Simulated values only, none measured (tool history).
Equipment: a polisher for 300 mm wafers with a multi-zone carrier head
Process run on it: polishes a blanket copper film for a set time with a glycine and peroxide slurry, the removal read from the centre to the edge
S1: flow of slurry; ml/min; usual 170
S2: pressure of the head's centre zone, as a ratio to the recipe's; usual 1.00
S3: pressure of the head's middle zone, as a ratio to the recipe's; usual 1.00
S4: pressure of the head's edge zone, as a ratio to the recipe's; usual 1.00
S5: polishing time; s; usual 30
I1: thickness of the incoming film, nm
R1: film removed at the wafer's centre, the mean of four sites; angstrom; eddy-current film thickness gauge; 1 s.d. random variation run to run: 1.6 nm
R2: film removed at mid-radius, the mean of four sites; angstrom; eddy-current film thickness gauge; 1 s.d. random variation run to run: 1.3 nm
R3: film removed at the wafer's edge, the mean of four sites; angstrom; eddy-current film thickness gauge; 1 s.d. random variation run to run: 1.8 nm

run 1 hour=0.0 | S1=170 S2=1.06 S3=1.00 S4=1.00 S5=30 | I1=1398.9 | R1=1688 R2=1753 R3=1769
run 2 hour=8.4 | S1=170 S2=1.06 S3=1.00 S4=1.00 S5=30 | I1=1419.8 | R1=1684 R2=1779 R3=1725
run 3 hour=22.4 | S1=170 S2=1.00 S3=1.00 S4=1.00 S5=30 | I1=1413.0 | R1=1631 R2=1762 R3=1781
run 4 hour=36.6 | S1=170 S2=1.00 S3=1.00 S4=1.00 S5=30 | I1=1398.7 | R1=1605 R2=1772 R3=1777
run 5 hour=50.3 | S1=170 S2=1.00 S3=1.00 S4=1.00 S5=30 | I1=1404.8 | R1=1596 R2=1764 R3=1784
run 6 hour=57.8 | S1=170 S2=1.00 S3=1.00 S4=1.00 S5=30 | I1=1425.5 | R1=1626 R2=1747 R3=1777
run 7 hour=69.3 | S1=170 S2=1.00 S3=1.00 S4=1.00 S5=30 | I1=1384.5 | R1=1619 R2=1754 R3=1775
-- hour=79.5 worn pad replaced by a new one, of another model than before
run 8 hour=80.0 | S1=170 S2=1.00 S3=1.00 S4=1.00 S5=30 | I1=1388.3 | R1=1611 R2=1765 R3=1786
run 9 hour=87.3 | S1=205 S2=1.09 S3=1.00 S4=1.00 S5=30 | I1=1411.9 | R1=1782 R2=1824 R3=1811
run 10 hour=96.3 | S1=170 S2=1.00 S3=1.00 S4=1.00 S5=30 | I1=1425.8 | R1=1597 R2=1740 R3=1749
run 11 hour=106.3 | S1=170 S2=1.00 S3=1.00 S4=1.00 S5=30 | I1=1389.4 | R1=1613 R2=1757 R3=1746
run 12 hour=114.4 | S1=170 S2=1.00 S3=1.00 S4=1.00 S5=30 | I1=1416.5 | R1=1601 R2=1739 R3=1776
-- hour=127.5 centre zone pressure recalibrated
run 13 hour=130.4 | S1=170 S2=1.06 S3=1.00 S4=0.92 S5=30 | I1=1407.8 | R1=1863 R2=1745 R3=1731
run 14 hour=141.6 | S1=170 S2=1.00 S3=1.00 S4=1.00 S5=30 | I1=1396.2 | R1=1767 R2=1765 R3=1776
-- hour=154.6 edge zone pressure recalibrated
run 15 hour=155.1 | S1=170 S2=1.00 S3=0.97 S4=1.00 S5=30 | I1=1380.7 | R1=1736 R2=1757 R3=1760
run 16 hour=164.1 | S1=125 S2=1.00 S3=1.00 S4=1.00 S5=36 | I1=1404.0 | R1=1964 R2=1977 R3=2023
-- hour=165.6 slurry nozzle cleaned
run 17 hour=175.2 | S1=140 S2=1.00 S3=0.96 S4=1.00 S5=30 | I1=1391.2 | R1=1658 R2=1648 R3=1733
-- hour=183.0 carrier head's membrane replaced by a new one
run 18 hour=186.4 | S1=170 S2=1.00 S3=0.94 S4=1.00 S5=30 | I1=1381.8 | R1=1715 R2=1693 R3=1772
run 19 hour=204.2 | S1=170 S2=1.00 S3=0.91 S4=1.06 S5=30 | I1=1420.6 | R1=1716 R2=1670 R3=1814
run 20 hour=210.3 | S1=170 S2=1.00 S3=0.94 S4=1.00 S5=30 | I1=1400.0 | R1=1720 R2=1706 R3=1776
run 21 hour=218.7 | S1=170 S2=1.00 S3=1.00 S4=1.00 S5=30 | I1=1377.7 | R1=1726 R2=1761 R3=1725
-- hour=223.5 worn pad replaced by a new one
run 22 hour=231.5 | S1=170 S2=1.10 S3=1.00 S4=1.00 S5=22 | I1=1367.4 | R1=1360 R2=1296 R3=1307

Consider 4 possible next runs. They are alternatives, not a sequence: every one starts from the tool as it was left by run 22. What does each give?
run A hour=231.9 | S1=170 S2=1.00 S3=0.91 S4=1.00 S5=30 | I1=1406.1 | R1=? R2=? R3=?
run B hour=231.9 | S1=145 S2=1.00 S3=1.00 S4=1.00 S5=27 | I1=1406.1 | R1=? R2=? R3=?
run C hour=231.9 | S1=170 S2=1.00 S3=1.00 S4=1.00 S5=21 | I1=1406.1 | R1=? R2=? R3=?
run D hour=231.9 | S1=135 S2=1.04 S3=1.00 S4=1.00 S5=30 | I1=1406.1 | R1=? R2=? R3=?

run=A R1=1693 R2=1666 R3=1737
run=B R1=1473 R2=1530 R3=1528
run=C R1=1186 R2=1227 R3=1215
run=D R1=1662 R2=1673 R3=1679
With the hidden condition removed and each run's random variation left untouched, the same runs would have given:
run=A R1=1758 R2=1666 R3=1737
run=B R1=1530 R2=1529 R3=1528
run=C R1=1231 R2=1226 R3=1215
run=D R1=1726 R2=1673 R3=1679
